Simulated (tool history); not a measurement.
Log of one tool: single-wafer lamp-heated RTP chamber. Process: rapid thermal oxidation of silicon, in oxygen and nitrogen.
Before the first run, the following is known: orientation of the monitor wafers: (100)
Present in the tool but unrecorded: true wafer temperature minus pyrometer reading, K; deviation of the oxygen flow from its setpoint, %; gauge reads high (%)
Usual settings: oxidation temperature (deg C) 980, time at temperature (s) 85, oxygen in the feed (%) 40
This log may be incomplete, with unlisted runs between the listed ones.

run	hour	oxidation temperature (deg C)	time at temperature (s)	oxygen in the feed (%)	wafers since the last listed run	wafers since the last pyrometer calibration	hours since the oxygen flow controller was replaced	hours since the gauge calibration	read-back reference wafer on the same gauge, thickness	oxide thickness on the monitor wafer (Å)
1	0.0	980	110	40	0	682	4981.2	344.7	3.942	52.01
2	31.5	980	110	40	260	942	5012.7	376.2	3.940	52.49
3	47.4	980	85	40	131	1074	5028.6	392.1	3.938	47.25
# hour 98.9: pyrometer window cleaned and pyrometer calibrated
4	99.4	965	85	40	363	4	5080.6	444.1	3.942	40.94
5	122.7	965	85	40	192	196	5103.9	467.4	3.941	41.81
6	154.6	956	85	40	263	460	5135.8	499.3	3.940	39.68
7	190.2	980	85	40	294	754	5171.4	534.9	3.938	46.79
8	255.4	980	85	40	538	1292	5236.6	600.1	3.941	47.63
9	283.7	980	85	40	233	1526	5264.9	628.4	3.940	47.36
# hour 307.2: pyrometer window cleaned and pyrometer calibrated
10	314.0	980	85	40	184	56	5295.2	658.7	3.938	45.41
11	331.7	980	85	40	146	202	5312.9	676.4	3.938	46.02
12	345.6	980	100	40	114	317	5326.8	690.3	3.945	48.95
13	358.4	980	100	40	105	423	5339.6	703.1	3.941	49.24
14	390.2	980	85	40	262	685	5371.4	734.9	3.940	46.61
15	404.5	980	85	40	118	803	5385.7	749.2	3.938	46.57
16	430.6	980	85	40	215	1019	5411.8	775.3	3.938	46.65
17	451.9	996	85	40	175	1195	5433.1	796.6	3.939	52.42
18	483.2	980	62	40	258	1453	5464.4	827.9	3.937	41.41
19	503.7	980	85	40	169	1623	5484.9	848.4	3.940	47.29
# hour 525.1: pyrometer window cleaned and pyrometer calibrated
20	538.7	980	98	28	222	112	5519.9	883.4	3.939	42.87
21	564.8	980	85	40	215	327	5546.0	909.5	3.944	46.01
22	579.9	980	85	40	124	452	5561.1	924.6	3.940	46.56
23	592.2	994	85	40	101	553	5573.4	936.9	3.939	51.46
24	614.3	958	85	19	182	736	5595.5	959.0	3.942	33.25
25	644.0	1002	45	65	245	981	5625.2	988.7	3.945	49.03
# hour 659.3: gauge calibrated
26	661.7	980	55	31	146	1127	5642.9	2.4	3.941	36.64
27	687.1	980	63	26	209	1337	5668.3	27.8	3.938	36.93
# hour 697.3: oxygen flow controller replaced
28	699.4	980	85	40	35	1373	2.1	40.1	3.937	47.03
29	731.9	965	113	50	268	1641	34.6	72.6	3.938	51.90
# hour 740.7: pyrometer window cleaned and pyrometer calibrated
30	757.7	999	59	17	147	140	60.4	98.4	3.942	34.86
31	780.0	980	111	20	184	324	82.7	120.7	3.940	41.57
32	795.0	999	85	40	123	448	97.7	135.7	3.945	52.54
33	821.1	1005	85	40	215	663	123.8	161.8	3.938	55.20
34	843.0	992	59	49	180	844	145.7	183.7	3.941	46.77
35	876.0	980	85	40	272	1117	178.7	216.7	3.940	46.98
36	905.8	1000	85	40	246	1363	208.5	246.5	3.938	53.99
# hour 927.1: pyrometer window cleaned and pyrometer calibrated
37	938.8	980	85	40	206	96	241.5	279.5	3.941	45.23
38	972.0	993	70	40	274	370	274.7	312.7	3.944	46.33

Entry by entry between the runs, the difference in hidden state between the last listed run before and the first listed run after:
Between runs 3 and 4: pyrometer window cleaned and pyrometer calibrated (hour 98.9)
  true wafer temperature minus pyrometer reading, K: 6.97 -> 1.47
  measured result minus the result with no hidden state, oxide thickness on the monitor wafer (Å): +2.20 -> +0.39
Between runs 9 and 10: pyrometer window cleaned and pyrometer calibrated (hour 307.2)
  true wafer temperature minus pyrometer reading, K: 7.95 -> 0.897
  measured result minus the result with no hidden state, oxide thickness on the monitor wafer (Å): +2.52 -> +0.28
Between runs 19 and 20: pyrometer window cleaned and pyrometer calibrated (hour 525.1)
  true wafer temperature minus pyrometer reading, K: 6.83 -> 1.8
  measured result minus the result with no hidden state, oxide thickness on the monitor wafer (Å): +2.17 -> +0.50
Between runs 25 and 26: gauge calibrated (hour 659.3)
  true wafer temperature minus pyrometer reading, K: 6.31 -> 6.59
  measured result minus the result with no hidden state, oxide thickness on the monitor wafer (Å): +2.10 -> +1.37
Between runs 27 and 28: oxygen flow controller replaced (hour 697.3)
  true wafer temperature minus pyrometer reading, K: 6.88 -> 6.98
  measured result minus the result with no hidden state, oxide thickness on the monitor wafer (Å): +1.43 -> +2.20
Between runs 29 and 30: pyrometer window cleaned and pyrometer calibrated (hour 740.7)
  true wafer temperature minus pyrometer reading, K: 7.18 -> 1.71
  measured result minus the result with no hidden state, oxide thickness on the monitor wafer (Å): +2.63 -> +0.31
Between runs 36 and 37: pyrometer window cleaned and pyrometer calibrated (hour 927.1)
  true wafer temperature minus pyrometer reading, K: 6.54 -> 1.14
  measured result minus the result with no hidden state, oxide thickness on the monitor wafer (Å): +2.42 -> +0.35

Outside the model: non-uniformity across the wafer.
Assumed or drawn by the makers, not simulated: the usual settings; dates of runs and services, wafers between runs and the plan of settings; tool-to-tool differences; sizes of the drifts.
